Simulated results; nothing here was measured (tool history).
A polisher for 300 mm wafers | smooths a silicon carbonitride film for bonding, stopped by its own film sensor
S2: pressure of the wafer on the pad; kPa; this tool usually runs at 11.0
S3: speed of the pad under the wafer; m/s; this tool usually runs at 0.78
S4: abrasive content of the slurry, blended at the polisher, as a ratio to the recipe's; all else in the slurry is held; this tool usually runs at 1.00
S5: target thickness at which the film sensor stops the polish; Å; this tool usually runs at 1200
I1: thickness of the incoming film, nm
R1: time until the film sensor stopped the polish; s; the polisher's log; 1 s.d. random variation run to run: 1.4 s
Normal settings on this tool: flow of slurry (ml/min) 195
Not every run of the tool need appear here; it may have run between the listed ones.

Run 1, hour 0.0: usual settings but S2 13.8 kPa, S3 0.60 m/s; I1 139.3. Result: R1 108.1 s.
Run 2, hour 34.3: usual settings but S2 13.8 kPa, S3 0.60 m/s; I1 139.7. Result: R1 109.5 s.
Run 3, hour 58.8: usual settings; I1 139.8. Result: R1 110.9 s.
Run 4, hour 82.7: usual settings; I1 140.7. Result: R1 115.6 s.
At hour 100.6: head pressure recalibrated.
Run 5, hour 104.0: usual settings; I1 137.2. Result: R1 104.5 s.
At hour 132.8: worn pad replaced by a new one.
Run 6, hour 133.3: usual settings but flow of slurry (ml/min) 155; I1 138.9. Result: R1 120.8 s.
At hour 202.7: slurry blender recalibrated.
Run 7, hour 233.2: usual settings; I1 139.7. Result: R1 118.2 s.
Run 8, hour 263.4: usual settings but S2 9.7 kPa; I1 138.3. Result: R1 119.0 s.
Run 9, hour 275.5: usual settings but flow of slurry (ml/min) 165, S2 9.7 kPa, S4 1.15, S5 1240 Å; I1 139.4. Result: R1 95.5 s.
Run 10, hour 305.6: usual settings but flow of slurry (ml/min) 160, S2 15.2 kPa, S3 0.66 m/s, S4 0.85; I1 142.4. Result: R1 139.5 s.
Run 11, hour 329.3: usual settings; I1 141.1. Result: R1 127.1 s.
Run 12, hour 347.0: usual settings but S2 13.1 kPa, S3 0.88 m/s, S4 1.30; I1 140.7. Result: R1 87.3 s.
Run 13, hour 363.2: usual settings but flow of slurry (ml/min) 235, S4 1.15, S5 1220 Å; I1 139.7. Result: R1 94.3 s.
Run 14, hour 391.9: usual settings but S2 6.9 kPa, S4 0.90; I1 141.6. Result: R1 189.9 s.
At hour 419.9: worn pad replaced by a new one.
Run 15, hour 423.3: usual settings but flow of slurry (ml/min) 220, S5 1230 Å; I1 140.0. Result: R1 98.9 s.
Run 16, hour 435.6: usual settings; I1 138.9. Result: R1 112.0 s.
At hour 438.2: slurry nozzle cleaned.
At hour 459.8: slurry blender recalibrated.
Run 17, hour 464.9: usual settings but S4 1.25; I1 140.3. Result: R1 105.0 s.
Run 18, hour 496.4: usual settings but flow of slurry (ml/min) 250, S2 13.1 kPa, S5 1180 Å; I1 140.2. Result: R1 110.7 s.
Run 19, hour 527.7: usual settings; I1 140.8. Result: R1 121.3 s.
Run 20, hour 550.7: usual settings but flow of slurry (ml/min) 145, S2 12.4 kPa, S3 0.96 m/s, S5 1240 Å; I1 139.7. Result: R1 79.4 s.
Run 21, hour 563.2: usual settings but S2 13.8 kPa, S4 1.15; I1 141.2. Result: R1 96.4 s.
Run 22, hour 585.1: usual settings but flow of slurry (ml/min) 215, S3 0.86 m/s, S4 1.15, S5 1220 Å; I1 140.3. Result: R1 91.6 s.
Run 23, hour 615.4: usual settings; I1 141.2. Result: R1 125.3 s.
At hour 640.2: worn pad replaced by a new one.
Run 24, hour 642.7: usual settings but S2 15.2 kPa, S4 1.10, S5 1250 Å; I1 139.3. Result: R1 62.2 s.
Run 25, hour 668.5: usual settings but S2 12.4 kPa; I1 139.3. Result: R1 103.8 s.
Run 26, hour 693.9: usual settings; I1 141.6. Result: R1 126.5 s.
At hour 727.8: slurry blender recalibrated.
Run 27, hour 728.3: usual settings but S3 0.68 m/s, S5 1130 Å; I1 141.2. Result: R1 180.3 s.
Run 28, hour 753.9: usual settings but flow of slurry (ml/min) 220, S4 0.85; I1 139.0. Result: R1 121.5 s.
Run 29, hour 780.3: usual settings but S2 14.5 kPa, S3 0.88 m/s, S4 1.15, S5 1240 Å; I1 141.3. Result: R1 69.2 s.
Run 30, hour 801.2: usual settings; I1 139.2. Result: R1 113.1 s.
Run 31, hour 813.3: usual settings but flow of slurry (ml/min) 140, S2 7.6 kPa, S3 1.00 m/s; I1 140.6. Result: R1 138.3 s.

3 ways to go on from here, each from the tool as it stands after run 31. What would each give?
Run A, hour 813.8: usual settings; I1 141.9. Result: R1 ?.
Run B, hour 813.8: usual settings but flow of slurry (ml/min) 140, S2 14.5 kPa, S4 1.25; I1 141.9. Result: R1 ?.
Run C, hour 813.8: usual settings but flow of slurry (ml/min) 215, S3 0.98 m/s, S4 1.15; I1 141.9. Result: R1 ?.

run     R1
  A  125.0
  B   94.6
  C   97.4
Had the tool no hidden state, the same runs would have come out as:
run     R1
  A  130.4
  B   98.7
  C  101.6

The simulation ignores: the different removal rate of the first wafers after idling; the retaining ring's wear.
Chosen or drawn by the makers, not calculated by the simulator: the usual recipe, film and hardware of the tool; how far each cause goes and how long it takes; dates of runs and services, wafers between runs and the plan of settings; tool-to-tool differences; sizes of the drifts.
